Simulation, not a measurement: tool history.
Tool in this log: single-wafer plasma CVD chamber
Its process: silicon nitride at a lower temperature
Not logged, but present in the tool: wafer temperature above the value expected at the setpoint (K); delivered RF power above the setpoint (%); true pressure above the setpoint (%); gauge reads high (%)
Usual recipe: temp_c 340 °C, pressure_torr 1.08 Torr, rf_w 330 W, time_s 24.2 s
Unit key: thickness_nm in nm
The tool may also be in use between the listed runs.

run,hour,temp_c,pressure_torr,rf_w,time_s,wafers since the last listed run,hours since the last thermocouple change,hours since the last RF generator calibration,hours since the last manometer calibration,hours since the showerhead was replaced,hours since the gauge calibration,"read-back reference wafer on the same gauge, thickness_nm",thickness_nm
1,0,334,1.08,330,24.2,0,2023.9,562.1,1879.4,2217.2,266.1,30.189,26.113
2,25,334,1.08,330,24.2,929,2048.9,587.1,1904.4,2242.2,291.1,30.208,26.055
3,40.9,330,1.01,330,24.2,591,2064.8,603,1920.3,2258.1,307,30.175,25.277
4,57.2,340,1.08,330,24.2,606,2081.1,619.3,1936.6,2274.4,323.3,30.194,25.903
5,90.8,340,1.08,330,24.2,1249,2114.7,652.9,1970.2,2308,356.9,30.195,25.986
6,107.3,340,1.08,330,24.2,613,2131.2,669.4,1986.7,2324.5,373.4,30.21,26.176
7,132.4,344,1.08,330,24.2,933,2156.3,694.5,2011.8,2349.6,398.5,30.192,25.995
8,155.2,344,1.08,330,24.2,848,2179.1,717.3,2034.6,2372.4,421.3,30.214,25.925
9,187.1,340,1.08,330,26.2,1186,2211,749.2,2066.5,2404.3,453.2,30.199,28.119
10,204.2,340,1.08,330,26.2,636,2228.1,766.3,2083.6,2421.4,470.3,30.178,28.214
11,232.8,340,1.08,330,24.2,1063,2256.7,794.9,2112.2,2450,498.9,30.215,26.11
12,262.8,340,1.08,330,24.2,1115,2286.7,824.9,2142.2,2480,528.9,30.199,25.928
13,291.6,340,1.08,330,24.2,1071,2315.5,853.7,2171,2508.8,557.7,30.21,26.083
14,322,340,1.08,330,24.2,1130,2345.9,884.1,2201.4,2539.2,588.1,30.213,25.972
# hour 355.1: gauge calibrated
15,356.5,350,1.08,280,24.2,1283,2380.4,918.6,2235.9,2573.7,1.4,30.209,23.773
16,378.2,340,1.08,330,24.2,807,2402.1,940.3,2257.6,2595.4,23.1,30.209,26.069
17,396.6,351,0.87,330,24.2,684,2420.5,958.7,2276,2613.8,41.5,30.202,23.268
# hour 470.9: capacitance manometer re-zeroed and calibrated
# hour 481.6: RF generator calibrated
18,482.3,340,1.08,330,24.2,2592,2506.2,0.7,11.4,2699.5,127.2,30.192,25.833
# hour 509.1: showerhead replaced
19,512,340,0.86,305,28.5,807,2535.9,30.4,41.1,2.9,156.9,30.211,25.57
20,524.3,334,1.08,330,24.2,457,2548.2,42.7,53.4,15.2,169.2,30.209,25.821
21,550.1,340,1.08,330,24.2,959,2574,68.5,79.2,41,195,30.189,25.733
# hour 562.2: thermocouple changed; heater temperature recalibrated
22,579.2,326,1.26,275,20,784,17,97.6,108.3,70.1,224.1,30.196,20.714
23,611.2,340,0.93,305,20.9,1190,49,129.6,140.3,102.1,256.1,30.198,19.595
24,636.5,334,0.97,395,24.2,941,74.3,154.9,165.6,127.4,281.4,30.202,26.757
25,661.4,352,1.26,330,24.2,926,99.2,179.8,190.5,152.3,306.3,30.203,27.224
26,677.8,355,0.96,275,24.2,610,115.6,196.2,206.9,168.7,322.7,30.209,21.786
27,707.3,340,1.08,330,24.2,1097,145.1,225.7,236.4,198.2,352.2,30.202,25.47
28,724.3,330,1,330,26.7,632,162.1,242.7,253.4,215.2,369.2,30.175,27.18

3 ways to go on from here, each from the tool as it stands after run 28. What would each give?
A,724.7,340,1.16,330,24.2,14,162.5,243.1,253.8,215.6,369.6,?,?
B,724.7,327,1.08,330,28.5,14,162.5,243.1,253.8,215.6,369.6,?,?
C,724.7,329,1.08,330,19.9,14,162.5,243.1,253.8,215.6,369.6,?,?

run,"read-back reference wafer on the same gauge, thickness_nm",thickness_nm
A,30.211,26.361
B,30.211,30.16
C,30.211,21.063
With no hidden state in the tool, these same runs would have given:
run,thickness_nm
A,26.796
B,30.664
C,21.415

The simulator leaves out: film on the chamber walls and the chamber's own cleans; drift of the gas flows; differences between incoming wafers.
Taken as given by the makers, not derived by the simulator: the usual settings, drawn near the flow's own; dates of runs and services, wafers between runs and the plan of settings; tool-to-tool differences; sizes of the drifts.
